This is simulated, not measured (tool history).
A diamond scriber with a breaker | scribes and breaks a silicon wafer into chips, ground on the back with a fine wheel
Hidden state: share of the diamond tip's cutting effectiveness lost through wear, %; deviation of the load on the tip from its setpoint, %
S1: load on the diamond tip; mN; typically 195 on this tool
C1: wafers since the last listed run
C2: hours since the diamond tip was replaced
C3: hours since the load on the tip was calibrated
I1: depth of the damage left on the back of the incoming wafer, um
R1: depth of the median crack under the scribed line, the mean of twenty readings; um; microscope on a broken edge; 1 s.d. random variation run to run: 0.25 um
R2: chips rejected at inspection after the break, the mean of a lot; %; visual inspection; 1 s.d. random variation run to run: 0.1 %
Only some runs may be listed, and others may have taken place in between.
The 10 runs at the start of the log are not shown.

Run 11, day 29.567: usual settings but S1 223 mN; C1 226; C2 197.1; C3 942.3; I1 2.19. Result: R1 15.27 um, R2 1.44 %.
Run 12, day 32.983: usual settings but S1 223 mN; C1 381; C2 279.1; C3 1024.3; I1 1.94. Result: R1 15.24 um, R2 1.13 %.
Run 13, day 35.358: usual settings; C1 265; C2 336.1; C3 1081.3; I1 2.00. Result: R1 14.22 um, R2 2.18 %.
Run 14, day 38.679: usual settings; C1 370; C2 415.8; C3 1161.0; I1 2.62. Result: R1 14.16 um, R2 2.19 %.
Run 15, day 42.592: usual settings; C1 436; C2 509.7; C3 1254.9; I1 2.59. Result: R1 14.28 um, R2 2.26 %.
Run 16, day 45.817: usual settings; C1 359; C2 587.1; C3 1332.3; I1 2.73. Result: R1 14.14 um, R2 2.99 %.
Run 17, day 48.342: usual settings; C1 281; C2 647.7; C3 1392.9; I1 1.62. Result: R1 14.19 um, R2 2.03 %.
Run 18, day 50.342: usual settings but S1 238 mN; C1 223; C2 695.7; C3 1440.9; I1 2.15. Result: R1 15.37 um, R2 1.18 %.
At day 51.983: diamond tip replaced by a new one.
Run 19, day 52.033: usual settings; C1 179; C2 1.2; C3 1481.5; I1 2.71. Result: R1 14.44 um, R2 2.90 %.
Run 20, day 55.142: usual settings; C1 346; C2 75.8; C3 1556.1; I1 1.58. Result: R1 14.31 um, R2 1.86 %.
Run 21, day 57.254: usual settings but S1 214 mN; C1 235; C2 126.5; C3 1606.8; I1 1.68. Result: R1 15.52 um, R2 1.47 %.
At day 61.104: load on the tip recalibrated.
Run 22, day 61.362: usual settings but S1 174 mN; C1 449; C2 225.1; C3 6.2; I1 2.95. Result: R1 14.62 um, R2 2.18 %.
Run 23, day 64.221: usual settings but S1 147 mN; C1 319; C2 293.7; C3 74.8; I1 2.52. Result: R1 13.29 um, R2 4.72 %.
Run 24, day 67.050: usual settings but S1 242 mN; C1 315; C2 361.6; C3 142.7; I1 2.12. Result: R1 17.23 um, R2 2.37 %.

Forecast run 25:
Run 25, day 69.200: usual settings but S1 243 mN; C1 239; C2 413.2; C3 194.3; I1 2.16. Result: R1 ?, R2 ?.

Run 25 gave R1 17.13 um, R2 2.41 %.
With the hidden condition absent and the run-to-run variation left alone, this run would have shown R1 17.59 um, R2 3.12 %.
